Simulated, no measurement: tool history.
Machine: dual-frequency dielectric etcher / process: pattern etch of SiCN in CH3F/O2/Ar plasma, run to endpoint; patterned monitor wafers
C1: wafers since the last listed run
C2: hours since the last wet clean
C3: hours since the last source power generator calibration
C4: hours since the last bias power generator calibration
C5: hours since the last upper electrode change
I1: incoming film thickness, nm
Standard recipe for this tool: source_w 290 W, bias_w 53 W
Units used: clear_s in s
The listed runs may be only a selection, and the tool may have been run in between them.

run 1 hour=0.0 | source_w=290 bias_w=53 | C1=0 C2=302.5 C3=3780.7 C4=2309.9 C5=4052.8 | I1=8.67 | clear_s=29.0
run 2 hour=16.5 | source_w=240 bias_w=56 | C1=284 C2=319.0 C3=3797.2 C4=2326.4 C5=4069.3 | I1=8.72 | clear_s=30.7
run 3 hour=29.1 | source_w=240 bias_w=56 | C1=216 C2=331.6 C3=3809.8 C4=2339.0 C5=4081.9 | I1=8.65 | clear_s=30.7
run 4 hour=40.9 | source_w=290 bias_w=53 | C1=203 C2=343.4 C3=3821.6 C4=2350.8 C5=4093.7 | I1=8.70 | clear_s=29.2
run 5 hour=49.8 | source_w=290 bias_w=53 | C1=153 C2=352.3 C3=3830.5 C4=2359.7 C5=4102.6 | I1=8.65 | clear_s=28.2
run 6 hour=60.2 | source_w=290 bias_w=53 | C1=179 C2=362.7 C3=3840.9 C4=2370.1 C5=4113.0 | I1=8.71 | clear_s=28.7
run 7 hour=71.2 | source_w=290 bias_w=44 | C1=189 C2=373.7 C3=3851.9 C4=2381.1 C5=4124.0 | I1=8.71 | clear_s=30.2
run 8 hour=80.1 | source_w=290 bias_w=44 | C1=153 C2=382.6 C3=3860.8 C4=2390.0 C5=4132.9 | I1=8.72 | clear_s=30.2
run 9 hour=92.9 | source_w=340 bias_w=53 | C1=220 C2=395.4 C3=3873.6 C4=2402.8 C5=4145.7 | I1=8.72 | clear_s=27.1
run 10 hour=110.6 | source_w=290 bias_w=53 | C1=304 C2=413.1 C3=3891.3 C4=2420.5 C5=4163.4 | I1=8.69 | clear_s=28.9
run 11 hour=127.6 | source_w=290 bias_w=53 | C1=292 C2=430.1 C3=3908.3 C4=2437.5 C5=4180.4 | I1=8.55 | clear_s=27.9
run 12 hour=144.9 | source_w=290 bias_w=53 | C1=297 C2=447.4 C3=3925.6 C4=2454.8 C5=4197.7 | I1=8.70 | clear_s=28.6
run 13 hour=161.0 | source_w=290 bias_w=53 | C1=277 C2=463.5 C3=3941.7 C4=2470.9 C5=4213.8 | I1=8.68 | clear_s=28.4
run 14 hour=177.2 | source_w=290 bias_w=53 | C1=278 C2=479.7 C3=3957.9 C4=2487.1 C5=4230.0 | I1=8.67 | clear_s=28.3
-- hour=187.0 bias power generator calibrated
run 15 hour=189.6 | source_w=290 bias_w=53 | C1=144 C2=492.1 C3=3970.3 C4=2.6 C5=4242.4 | I1=8.76 | clear_s=28.8
run 16 hour=201.7 | source_w=290 bias_w=53 | C1=208 C2=504.2 C3=3982.4 C4=14.7 C5=4254.5 | I1=8.73 | clear_s=28.3
run 17 hour=208.7 | source_w=340 bias_w=40 | C1=120 C2=511.2 C3=3989.4 C4=21.7 C5=4261.5 | I1=8.70 | clear_s=28.9
run 18 hour=222.1 | source_w=340 bias_w=40 | C1=230 C2=524.6 C3=4002.8 C4=35.1 C5=4274.9 | I1=8.62 | clear_s=28.9
run 19 hour=238.5 | source_w=240 bias_w=53 | C1=282 C2=541.0 C3=4019.2 C4=51.5 C5=4291.3 | I1=8.75 | clear_s=30.7
run 20 hour=252.7 | source_w=360 bias_w=47 | C1=244 C2=555.2 C3=4033.4 C4=65.7 C5=4305.5 | I1=8.68 | clear_s=26.8
run 21 hour=270.0 | source_w=350 bias_w=53 | C1=297 C2=572.5 C3=4050.7 C4=83.0 C5=4322.8 | I1=8.71 | clear_s=26.0
run 22 hour=277.0 | source_w=290 bias_w=53 | C1=120 C2=579.5 C3=4057.7 C4=90.0 C5=4329.8 | I1=8.69 | clear_s=28.1
-- hour=283.9 source power generator calibrated
run 23 hour=294.3 | source_w=290 bias_w=53 | C1=228 C2=596.8 C3=10.4 C4=107.3 C5=4347.1 | I1=8.77 | clear_s=28.4
run 24 hour=300.4 | source_w=360 bias_w=53 | C1=105 C2=602.9 C3=16.5 C4=113.4 C5=4353.2 | I1=8.65 | clear_s=25.6
-- hour=332.3 upper electrode replaced
-- hour=343.7 wet clean of the chamber
run 25 hour=344.2 | source_w=330 bias_w=62 | C1=144 C2=0.5 C3=60.3 C4=157.2 C5=11.9 | I1=8.78 | clear_s=26.9
run 26 hour=345.8 | source_w=240 bias_w=46 | C1=27 C2=2.1 C3=61.9 C4=158.8 C5=13.5 | I1=8.63 | clear_s=32.8
run 27 hour=354.2 | source_w=240 bias_w=62 | C1=144 C2=10.5 C3=70.3 C4=167.2 C5=21.9 | I1=8.71 | clear_s=30.3
run 28 hour=369.5 | source_w=290 bias_w=44 | C1=263 C2=25.8 C3=85.6 C4=182.5 C5=37.2 | I1=8.68 | clear_s=31.1
run 29 hour=382.0 | source_w=290 bias_w=41 | C1=215 C2=38.3 C3=98.1 C4=195.0 C5=49.7 | I1=8.68 | clear_s=31.8
run 30 hour=388.9 | source_w=290 bias_w=65 | C1=118 C2=45.2 C3=105.0 C4=201.9 C5=56.6 | I1=8.59 | clear_s=27.3
run 31 hour=404.4 | source_w=230 bias_w=49 | C1=266 C2=60.7 C3=120.5 C4=217.4 C5=72.1 | I1=8.65 | clear_s=32.9
run 32 hour=416.4 | source_w=340 bias_w=49 | C1=206 C2=72.7 C3=132.5 C4=229.4 C5=84.1 | I1=8.53 | clear_s=27.4
run 33 hour=425.9 | source_w=360 bias_w=61 | C1=163 C2=82.2 C3=142.0 C4=238.9 C5=93.6 | I1=8.75 | clear_s=25.8
run 34 hour=440.9 | source_w=290 bias_w=48 | C1=258 C2=97.2 C3=157.0 C4=253.9 C5=108.6 | I1=8.64 | clear_s=30.0
run 35 hour=447.2 | source_w=230 bias_w=61 | C1=108 C2=103.5 C3=163.3 C4=260.2 C5=114.9 | I1=8.67 | clear_s=31.1

Run by run, hidden condition taken away, random variation retained:
Unlogged tool condition in this case: etch rate over this chamber's usual, %; source power that arrives over what is set, %; bias power that arrives over what is set, %.
run=1 clear_s=29.5
run=2 clear_s=31.3
run=3 clear_s=31.3
run=4 clear_s=29.8
run=5 clear_s=28.9
run=6 clear_s=29.4
run=7 clear_s=30.9
run=8 clear_s=31.0
run=9 clear_s=27.8
run=10 clear_s=29.7
run=11 clear_s=28.7
run=12 clear_s=29.5
run=13 clear_s=29.4
run=14 clear_s=29.2
run=15 clear_s=29.8
run=16 clear_s=29.3
run=17 clear_s=29.9
run=18 clear_s=30.0
run=19 clear_s=31.9
run=20 clear_s=27.8
run=21 clear_s=27.1
run=22 clear_s=29.3
run=23 clear_s=29.6
run=24 clear_s=26.7
run=25 clear_s=26.8
run=26 clear_s=32.7
run=27 clear_s=30.2
run=28 clear_s=31.0
run=29 clear_s=31.8
run=30 clear_s=27.2
run=31 clear_s=32.9
run=32 clear_s=27.4
run=33 clear_s=25.9
run=34 clear_s=30.1
run=35 clear_s=31.3
